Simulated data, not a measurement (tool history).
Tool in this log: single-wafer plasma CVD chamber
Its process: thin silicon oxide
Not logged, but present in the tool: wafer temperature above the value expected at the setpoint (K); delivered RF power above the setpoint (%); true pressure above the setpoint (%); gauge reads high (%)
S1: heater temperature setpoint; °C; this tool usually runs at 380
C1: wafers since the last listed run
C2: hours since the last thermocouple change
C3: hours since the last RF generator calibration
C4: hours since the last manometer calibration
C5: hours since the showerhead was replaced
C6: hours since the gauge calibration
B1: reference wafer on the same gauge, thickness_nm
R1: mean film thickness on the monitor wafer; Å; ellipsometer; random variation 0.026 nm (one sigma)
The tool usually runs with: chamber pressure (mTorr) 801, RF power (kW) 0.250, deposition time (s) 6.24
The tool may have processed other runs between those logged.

run 1 hour=0.0 | S1=380 chamber_pressure_(mTorr)=801 RF_power_(kW)=0.250 deposition_time_(s)=6.24 | C1=0 C2=2796.7 C3=1924.9 C4=2249.4 C5=6705.4 C6=138.0 | B1=10.700 | R1=112.18
run 2 hour=16.9 | S1=380 chamber_pressure_(mTorr)=801 RF_power_(kW)=0.250 deposition_time_(s)=6.24 | C1=421 C2=2813.6 C3=1941.8 C4=2266.3 C5=6722.3 C6=154.9 | B1=10.701 | R1=112.08
run 3 hour=31.6 | S1=380 chamber_pressure_(mTorr)=801 RF_power_(kW)=0.250 deposition_time_(s)=6.24 | C1=366 C2=2828.3 C3=1956.5 C4=2281.0 C5=6737.0 C6=169.6 | B1=10.691 | R1=111.40
run 4 hour=47.8 | S1=370 chamber_pressure_(mTorr)=801 RF_power_(kW)=0.275 deposition_time_(s)=6.24 | C1=404 C2=2844.5 C3=1972.7 C4=2297.2 C5=6753.2 C6=185.8 | B1=10.699 | R1=118.80
run 5 hour=63.2 | S1=380 chamber_pressure_(mTorr)=801 RF_power_(kW)=0.250 deposition_time_(s)=6.24 | C1=384 C2=2859.9 C3=1988.1 C4=2312.6 C5=6768.6 C6=201.2 | B1=10.703 | R1=111.86
run 6 hour=80.8 | S1=380 chamber_pressure_(mTorr)=801 RF_power_(kW)=0.250 deposition_time_(s)=6.24 | C1=439 C2=2877.5 C3=2005.7 C4=2330.2 C5=6786.2 C6=218.8 | B1=10.695 | R1=111.92
run 7 hour=97.2 | S1=380 chamber_pressure_(mTorr)=801 RF_power_(kW)=0.250 deposition_time_(s)=6.24 | C1=409 C2=2893.9 C3=2022.1 C4=2346.6 C5=6802.6 C6=235.2 | B1=10.692 | R1=111.97
run 8 hour=107.8 | S1=380 chamber_pressure_(mTorr)=801 RF_power_(kW)=0.250 deposition_time_(s)=6.24 | C1=264 C2=2904.5 C3=2032.7 C4=2357.2 C5=6813.2 C6=245.8 | B1=10.693 | R1=111.99
-- hour=124.2 gauge calibrated
run 9 hour=125.3 | S1=380 chamber_pressure_(mTorr)=801 RF_power_(kW)=0.250 deposition_time_(s)=6.24 | C1=436 C2=2922.0 C3=2050.2 C4=2374.7 C5=6830.7 C6=1.1 | B1=10.700 | R1=112.27
run 10 hour=138.1 | S1=380 chamber_pressure_(mTorr)=801 RF_power_(kW)=0.250 deposition_time_(s)=6.24 | C1=319 C2=2934.8 C3=2063.0 C4=2387.5 C5=6843.5 C6=13.9 | B1=10.709 | R1=112.26
run 11 hour=151.8 | S1=380 chamber_pressure_(mTorr)=801 RF_power_(kW)=0.250 deposition_time_(s)=6.24 | C1=341 C2=2948.5 C3=2076.7 C4=2401.2 C5=6857.2 C6=27.6 | B1=10.708 | R1=112.32
run 12 hour=162.6 | S1=380 chamber_pressure_(mTorr)=801 RF_power_(kW)=0.250 deposition_time_(s)=6.24 | C1=269 C2=2959.3 C3=2087.5 C4=2412.0 C5=6868.0 C6=38.4 | B1=10.696 | R1=111.76
run 13 hour=169.2 | S1=380 chamber_pressure_(mTorr)=960 RF_power_(kW)=0.225 deposition_time_(s)=6.24 | C1=164 C2=2965.9 C3=2094.1 C4=2418.6 C5=6874.6 C6=45.0 | B1=10.701 | R1=122.01
run 14 hour=186.1 | S1=390 chamber_pressure_(mTorr)=915 RF_power_(kW)=0.250 deposition_time_(s)=5.91 | C1=421 C2=2982.8 C3=2111.0 C4=2435.5 C5=6891.5 C6=61.9 | B1=10.702 | R1=118.88
-- hour=199.1 capacitance manometer re-zeroed and calibrated
-- hour=200.0 showerhead replaced
run 15 hour=200.5 | S1=380 chamber_pressure_(mTorr)=801 RF_power_(kW)=0.250 deposition_time_(s)=6.24 | C1=137 C2=2997.2 C3=2125.4 C4=1.4 C5=0.5 C6=76.3 | B1=10.702 | R1=111.87
run 16 hour=207.7 | S1=370 chamber_pressure_(mTorr)=801 RF_power_(kW)=0.265 deposition_time_(s)=6.24 | C1=179 C2=3004.4 C3=2132.6 C4=8.6 C5=7.7 C6=83.5 | B1=10.696 | R1=116.79
-- hour=224.8 RF generator calibrated
run 17 hour=225.3 | S1=380 chamber_pressure_(mTorr)=801 RF_power_(kW)=0.250 deposition_time_(s)=6.24 | C1=239 C2=3022.0 C3=0.5 C4=26.2 C5=25.3 C6=101.1 | B1=10.711 | R1=111.50
run 18 hour=230.2 | S1=380 chamber_pressure_(mTorr)=801 RF_power_(kW)=0.250 deposition_time_(s)=6.59 | C1=122 C2=3026.9 C3=5.4 C4=31.1 C5=30.2 C6=106.0 | B1=10.708 | R1=118.21
-- hour=245.4 thermocouple changed; heater temperature recalibrated
run 19 hour=245.9 | S1=365 chamber_pressure_(mTorr)=801 RF_power_(kW)=0.210 deposition_time_(s)=6.24 | C1=192 C2=0.5 C3=21.1 C4=46.8 C5=45.9 C6=121.7 | B1=10.697 | R1=99.62
run 20 hour=256.3 | S1=368 chamber_pressure_(mTorr)=801 RF_power_(kW)=0.205 deposition_time_(s)=5.72 | C1=259 C2=10.9 C3=31.5 C4=57.2 C5=56.3 C6=132.1 | B1=10.699 | R1=89.77
run 21 hour=303.4 | S1=380 chamber_pressure_(mTorr)=866 RF_power_(kW)=0.250 deposition_time_(s)=6.24 | C1=1175 C2=58.0 C3=78.6 C4=104.3 C5=103.4 C6=179.2 | B1=10.699 | R1=119.99
run 22 hour=311.4 | S1=394 chamber_pressure_(mTorr)=882 RF_power_(kW)=0.250 deposition_time_(s)=6.24 | C1=199 C2=66.0 C3=86.6 C4=112.3 C5=111.4 C6=187.2 | B1=10.702 | R1=121.35
run 23 hour=328.5 | S1=389 chamber_pressure_(mTorr)=638 RF_power_(kW)=0.290 deposition_time_(s)=6.76 | C1=426 C2=83.1 C3=103.7 C4=129.4 C5=128.5 C6=204.3 | B1=10.701 | R1=103.71
run 24 hour=343.2 | S1=380 chamber_pressure_(mTorr)=801 RF_power_(kW)=0.250 deposition_time_(s)=6.24 | C1=366 C2=97.8 C3=118.4 C4=144.1 C5=143.2 C6=219.0 | B1=10.700 | R1=111.87
run 25 hour=353.5 | S1=380 chamber_pressure_(mTorr)=801 RF_power_(kW)=0.250 deposition_time_(s)=6.24 | C1=256 C2=108.1 C3=128.7 C4=154.4 C5=153.5 C6=229.3 | B1=10.698 | R1=112.21

Each row is a separate what-if for the run after 25, all from the same tool condition, not one after another. Results?
run A hour=353.9 | S1=380 chamber_pressure_(mTorr)=801 RF_power_(kW)=0.250 deposition_time_(s)=6.24 | C1=9 C2=108.5 C3=129.1 C4=154.8 C5=153.9 C6=229.7 | B1=? | R1=?
run B hour=353.9 | S1=380 chamber_pressure_(mTorr)=687 RF_power_(kW)=0.250 deposition_time_(s)=6.24 | C1=9 C2=108.5 C3=129.1 C4=154.8 C5=153.9 C6=229.7 | B1=? | R1=?
run C hour=353.9 | S1=371 chamber_pressure_(mTorr)=704 RF_power_(kW)=0.275 deposition_time_(s)=6.91 | C1=9 C2=108.5 C3=129.1 C4=154.8 C5=153.9 C6=229.7 | B1=? | R1=?
run D hour=353.9 | S1=380 chamber_pressure_(mTorr)=693 RF_power_(kW)=0.230 deposition_time_(s)=6.24 | C1=9 C2=108.5 C3=129.1 C4=154.8 C5=153.9 C6=229.7 | B1=? | R1=?

run=A B1=10.698 R1=112.02
run=B B1=10.698 R1=95.79
run=C B1=10.698 R1=115.95
run=D B1=10.698 R1=91.34
With the hidden condition removed and each run's random variation left untouched, the same runs would have given:
run=A R1=112.02
run=B R1=95.79
run=C R1=115.95
run=D R1=91.34

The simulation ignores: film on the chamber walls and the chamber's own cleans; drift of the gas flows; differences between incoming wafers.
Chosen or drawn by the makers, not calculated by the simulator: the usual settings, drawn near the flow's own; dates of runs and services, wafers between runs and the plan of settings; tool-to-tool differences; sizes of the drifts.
